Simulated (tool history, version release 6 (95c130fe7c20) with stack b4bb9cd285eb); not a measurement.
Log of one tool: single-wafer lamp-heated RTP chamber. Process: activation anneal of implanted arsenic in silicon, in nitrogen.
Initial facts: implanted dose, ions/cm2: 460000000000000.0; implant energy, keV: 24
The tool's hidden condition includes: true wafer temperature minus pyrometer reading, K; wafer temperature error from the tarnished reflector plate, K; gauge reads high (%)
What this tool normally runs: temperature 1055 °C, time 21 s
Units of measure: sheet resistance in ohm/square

run	hour	temperature	time	wafers since the last listed run	wafers since the last pyrometer calibration	wafers since the reflector plate was cleaned	hours since the gauge calibration	read-back reference wafer on the same gauge, sheet resistance	sheet resistance
1	0	1044	21	0	2933	4499	149.3	198.9	219.78
# hour 6.5: reflector plate cleaned
# hour 9.3: pyrometer window cleaned and pyrometer calibrated
2	16.3	1044	21	133	133	133	165.6	199.09	221.9
3	39.9	1044	21	452	586	586	189.2	199.23	221.98
4	61.6	1055	21	415	1002	1002	210.9	198.95	219.94
5	87.1	1055	21	488	1490	1490	236.4	199.03	220.22
6	109.2	1035	21	423	1914	1914	258.5	199.06	222.87
7	121.4	1035	21	233	2148	2148	270.7	198.98	222.6
# hour 157.4: pyrometer window cleaned and pyrometer calibrated
8	157.9	1055	21	546	8	2694	307.2	199.23	219.45
# hour 182.6: gauge calibrated
9	207.5	1077	21	950	959	3644	24.9	198.93	215.63
10	243	1083	32	680	1639	4325	60.4	199.07	209.68
# hour 256.6: reflector plate cleaned
11	273.2	1074	13	425	2065	319	90.6	199.12	220.63
12	285.7	1043	16	239	2304	558	103.1	199.07	223.75
13	299	1028	14	254	2559	813	116.4	199.12	225.85
# hour 313.8: pyrometer window cleaned and pyrometer calibrated
14	314.5	1029	12	143	14	957	131.9	198.93	226.7
15	346.1	1084	21	605	619	1562	163.5	199.06	214.62
16	374.5	1055	21	544	1163	2107	191.9	199	219.89
17	403.4	1055	21	553	1717	2660	220.8	199.01	219.38

Each row is a separate what-if for the run after 17, all from the same tool condition, not one after another. Results?
A	403.8	1055	24	7	1725	2668	221.2	?	?
B	403.8	1036	28	7	1725	2668	221.2	?	?
C	403.8	1063	21	7	1725	2668	221.2	?	?
D	403.8	1045	21	7	1725	2668	221.2	?	?
E	403.8	1030	13	7	1725	2668	221.2	?	?

run	read-back reference wafer on the same gauge, sheet resistance	sheet resistance
A	199.02	218.75
B	199.02	220.85
C	199.02	218.4
D	199.02	221.36
E	199.02	226.34
Stripped of hidden state, with their random variation kept, the same runs would have yielded:
run	sheet resistance
A	219.48
B	221.54
C	219.12
D	222.03
E	226.85

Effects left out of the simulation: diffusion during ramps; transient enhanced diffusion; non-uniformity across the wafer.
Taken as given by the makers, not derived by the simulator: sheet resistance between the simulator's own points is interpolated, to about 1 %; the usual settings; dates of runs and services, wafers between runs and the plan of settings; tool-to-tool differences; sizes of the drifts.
